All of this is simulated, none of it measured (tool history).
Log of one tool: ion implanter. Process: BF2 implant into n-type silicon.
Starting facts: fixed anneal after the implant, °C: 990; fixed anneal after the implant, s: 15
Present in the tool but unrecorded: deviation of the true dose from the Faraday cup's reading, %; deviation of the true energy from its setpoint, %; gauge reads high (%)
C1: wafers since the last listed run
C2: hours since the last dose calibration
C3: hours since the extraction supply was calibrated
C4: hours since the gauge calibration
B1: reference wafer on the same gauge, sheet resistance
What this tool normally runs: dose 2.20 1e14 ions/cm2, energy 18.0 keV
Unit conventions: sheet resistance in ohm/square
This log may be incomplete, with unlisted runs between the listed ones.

Run 1, hour 0.0: usual settings; C1 0; C2 1913.3; C3 2877.5; C4 678.1; B1 557.07. Result: sheet resistance 471.09 ohm/square.
Run 2, hour 14.1: usual settings; C1 167; C2 1927.4; C3 2891.6; C4 692.2; B1 557.08. Result: sheet resistance 472.03 ohm/square.
Run 3, hour 28.9: usual settings but dose 1.79 1e14 ions/cm2; C1 176; C2 1942.2; C3 2906.4; C4 707.0; B1 556.97. Result: sheet resistance 563.35 ohm/square.
Run 4, hour 43.1: usual settings but dose 1.79 1e14 ions/cm2; C1 169; C2 1956.4; C3 2920.6; C4 721.2; B1 556.84. Result: sheet resistance 565.73 ohm/square.
Run 5, hour 51.5: usual settings but dose 1.79 1e14 ions/cm2; C1 99; C2 1964.8; C3 2929.0; C4 729.6; B1 556.78. Result: sheet resistance 562.85 ohm/square.
Run 6, hour 62.1: usual settings but energy 20.0 keV; C1 126; C2 1975.4; C3 2939.6; C4 740.2; B1 557.04. Result: sheet resistance 467.58 ohm/square.
Run 7, hour 70.8: usual settings but energy 20.0 keV; C1 103; C2 1984.1; C3 2948.3; C4 748.9; B1 557.38. Result: sheet resistance 465.83 ohm/square.
Run 8, hour 84.0: usual settings but energy 19.5 keV; C1 157; C2 1997.3; C3 2961.5; C4 762.1; B1 557.03. Result: sheet resistance 466.11 ohm/square.
Run 9, hour 101.4: usual settings but energy 19.5 keV; C1 207; C2 2014.7; C3 2978.9; C4 779.5; B1 557.04. Result: sheet resistance 468.80 ohm/square.
Run 10, hour 109.6: usual settings but energy 19.5 keV; C1 97; C2 2022.9; C3 2987.1; C4 787.7; B1 556.88. Result: sheet resistance 466.55 ohm/square.
At hour 119.9: gauge calibrated.
Run 11, hour 126.0: usual settings; C1 195; C2 2039.3; C3 3003.5; C4 6.1; B1 556.83. Result: sheet resistance 469.91 ohm/square.
Run 12, hour 132.6: usual settings; C1 78; C2 2045.9; C3 3010.1; C4 12.7; B1 557.13. Result: sheet resistance 470.73 ohm/square.
Run 13, hour 150.3: usual settings; C1 210; C2 2063.6; C3 3027.8; C4 30.4; B1 557.17. Result: sheet resistance 470.48 ohm/square.
Run 14, hour 159.3: usual settings but energy 15.5 keV; C1 107; C2 2072.6; C3 3036.8; C4 39.4; B1 556.85. Result: sheet resistance 479.61 ohm/square.
Run 15, hour 173.0: usual settings but dose 2.67 1e14 ions/cm2, energy 23.5 keV; C1 163; C2 2086.3; C3 3050.5; C4 53.1; B1 557.30. Result: sheet resistance 391.49 ohm/square.
At hour 185.6: extraction supply calibrated.
Run 16, hour 186.1: usual settings; C1 60; C2 2099.4; C3 0.5; C4 66.2; B1 557.01. Result: sheet resistance 471.24 ohm/square.
Run 17, hour 196.8: usual settings but dose 2.61 1e14 ions/cm2, energy 22.0 keV; C1 127; C2 2110.1; C3 11.2; C4 76.9; B1 557.07. Result: sheet resistance 402.19 ohm/square.
Run 18, hour 211.4: usual settings but dose 1.71 1e14 ions/cm2, energy 15.5 keV; C1 173; C2 2124.7; C3 25.8; C4 91.5; B1 557.31. Result: sheet resistance 597.55 ohm/square.
Run 19, hour 227.3: usual settings; C1 189; C2 2140.6; C3 41.7; C4 107.4; B1 556.76. Result: sheet resistance 472.50 ohm/square.
Run 20, hour 241.1: usual settings but dose 1.72 1e14 ions/cm2, energy 20.5 keV; C1 164; C2 2154.4; C3 55.5; C4 121.2; B1 556.90. Result: sheet resistance 574.60 ohm/square.
At hour 263.0: Faraday cup replaced and dose calibrated.
Run 21, hour 263.5: usual settings but dose 2.63 1e14 ions/cm2, energy 21.5 keV; C1 171; C2 0.5; C3 77.9; C4 143.6; B1 557.12. Result: sheet resistance 413.62 ohm/square.
Run 22, hour 273.0: usual settings; C1 113; C2 10.0; C3 87.4; C4 153.1; B1 557.11. Result: sheet resistance 487.15 ohm/square.
Run 23, hour 289.4: usual settings but dose 2.67 1e14 ions/cm2, energy 21.0 keV; C1 195; C2 26.4; C3 103.8; C4 169.5; B1 556.88. Result: sheet resistance 410.09 ohm/square.
Run 24, hour 303.2: usual settings; C1 164; C2 40.2; C3 117.6; C4 183.3; B1 556.99. Result: sheet resistance 487.21 ohm/square.

Expected results for the next run?
Run 25, hour 318.7: usual settings but dose 1.75 1e14 ions/cm2, energy 14.0 keV; C1 184; C2 55.7; C3 133.1; C4 198.8; B1 ?. Result: sheet resistance ?.

Run 25 gave B1 557.07, sheet resistance 615.44 ohm/square.
If the tool had no hidden condition, the same run with the same run-to-run variation would have returned sheet resistance 615.70 ohm/square.
